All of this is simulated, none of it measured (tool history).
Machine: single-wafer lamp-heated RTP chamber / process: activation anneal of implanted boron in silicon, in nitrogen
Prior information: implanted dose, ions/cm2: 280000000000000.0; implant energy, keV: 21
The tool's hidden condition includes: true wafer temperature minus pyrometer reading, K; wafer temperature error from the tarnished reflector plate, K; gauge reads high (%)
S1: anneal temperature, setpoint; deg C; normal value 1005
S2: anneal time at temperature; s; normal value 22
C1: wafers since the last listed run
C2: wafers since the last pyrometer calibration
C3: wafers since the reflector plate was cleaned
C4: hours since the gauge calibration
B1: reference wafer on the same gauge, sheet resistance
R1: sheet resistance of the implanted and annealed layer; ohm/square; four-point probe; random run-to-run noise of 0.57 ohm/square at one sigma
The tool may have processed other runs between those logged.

| run | hour | S1 | S2 | C1 | C2 | C3 | C4 | B1 | R1 |
|---|---|---|---|---|---|---|---|---|---|
| 1 | 0 | 1005 | 22 | 0 | 316 | 11458 | 114.6 | 361.18 | 378.97 |
| 2 | 13.6 | 1005 | 12 | 144 | 461 | 11602 | 128.2 | 361.06 | 381.57 |
| 3 | 24.8 | 1005 | 12 | 118 | 580 | 11721 | 139.4 | 360.92 | 381.49 |
| 4 | 71.6 | 1005 | 12 | 496 | 1076 | 12218 | 186.2 | 360.94 | 380.98 |
| 5 | 80.9 | 999 | 22 | 98 | 1175 | 12317 | 195.5 | 360.93 | 380.69 |
| 6 | 90.1 | 999 | 22 | 97 | 1273 | 12414 | 204.7 | 361 | 380.32 |
| 7 | 105.9 | 999 | 22 | 167 | 1441 | 12582 | 220.5 | 361.33 | 380.43 |
| 8 | 121.1 | 1005 | 26 | 161 | 1602 | 12744 | 235.7 | 360.79 | 378.15 |
| 9 | 132.7 | 1005 | 26 | 123 | 1725 | 12867 | 247.3 | 360.9 | 378.2 |
|  | 141.5 | gauge calibrated |
| 10 | 150.4 | 982 | 28 | 187 | 1913 | 13055 | 8.9 | 360.96 | 385.04 |
| 11 | 163.6 | 1005 | 22 | 140 | 2053 | 13195 | 22.1 | 360.92 | 377.93 |
| 12 | 174.1 | 1005 | 22 | 111 | 2165 | 13306 | 32.6 | 361.02 | 376.89 |
| 13 | 186.1 | 1005 | 22 | 127 | 2292 | 13434 | 44.6 | 361.04 | 376.56 |
| 14 | 199.6 | 1005 | 22 | 143 | 2435 | 13577 | 58.1 | 361.21 | 376.43 |
|  | 210.7 | pyrometer window cleaned and pyrometer calibrated |
| 15 | 216.6 | 1020 | 13 | 95 | 62 | 13673 | 75.1 | 360.98 | 376.97 |
| 16 | 227.2 | 1026 | 19 | 112 | 175 | 13785 | 85.7 | 360.97 | 376.48 |
| 17 | 242.6 | 1016 | 14 | 163 | 338 | 13949 | 101.1 | 360.6 | 378.77 |
| 18 | 248.7 | 1005 | 18 | 64 | 403 | 14013 | 107.2 | 361.25 | 379.47 |
| 19 | 259.8 | 977 | 22 | 117 | 521 | 14131 | 118.3 | 360.98 | 397.43 |
| 20 | 266.3 | 1005 | 13 | 69 | 590 | 14200 | 124.8 | 361.12 | 381.06 |
|  | 274.7 | reflector plate cleaned |
| 21 | 276.9 | 985 | 22 | 27 | 618 | 22 | 135.4 | 360.94 | 388.93 |
| 22 | 294 | 1026 | 22 | 181 | 799 | 204 | 152.5 | 360.8 | 374.51 |
| 23 | 300.9 | 1005 | 22 | 73 | 872 | 277 | 159.4 | 360.94 | 379.1 |
| 24 | 317.4 | 993 | 22 | 175 | 1048 | 452 | 175.9 | 361.07 | 382.89 |
| 25 | 328 | 1005 | 22 | 112 | 1160 | 565 | 186.5 | 361.27 | 378.54 |
| 26 | 334.7 | 982 | 34 | 71 | 1231 | 636 | 193.2 | 361.16 | 386.82 |
| 27 | 345.1 | 997 | 14 | 110 | 1342 | 746 | 203.6 | 360.99 | 383.2 |

4 options for the next run, each taken on its own from the tool as it stands now. Forecast them:
| A | 345.5 | 1005 | 22 | 4 | 1346 | 751 | 204 | ? | ? |
| B | 345.5 | 1029 | 10 | 4 | 1346 | 751 | 204 | ? | ? |
| C | 345.5 | 1005 | 16 | 4 | 1346 | 751 | 204 | ? | ? |
| D | 345.5 | 976 | 18 | 4 | 1346 | 751 | 204 | ? | ? |

| run | B1 | R1 |
|---|---|---|
| A | 360.8 | 378.09 |
| B | 360.8 | 376.5 |
| C | 360.8 | 379.09 |
| D | 360.8 | 396.68 |
Without the tool's unlogged condition, the same runs would have read:
| run | R1 |
|---|---|
| A | 379.33 |
| B | 376.97 |
| C | 380.49 |
| D | 402.77 |
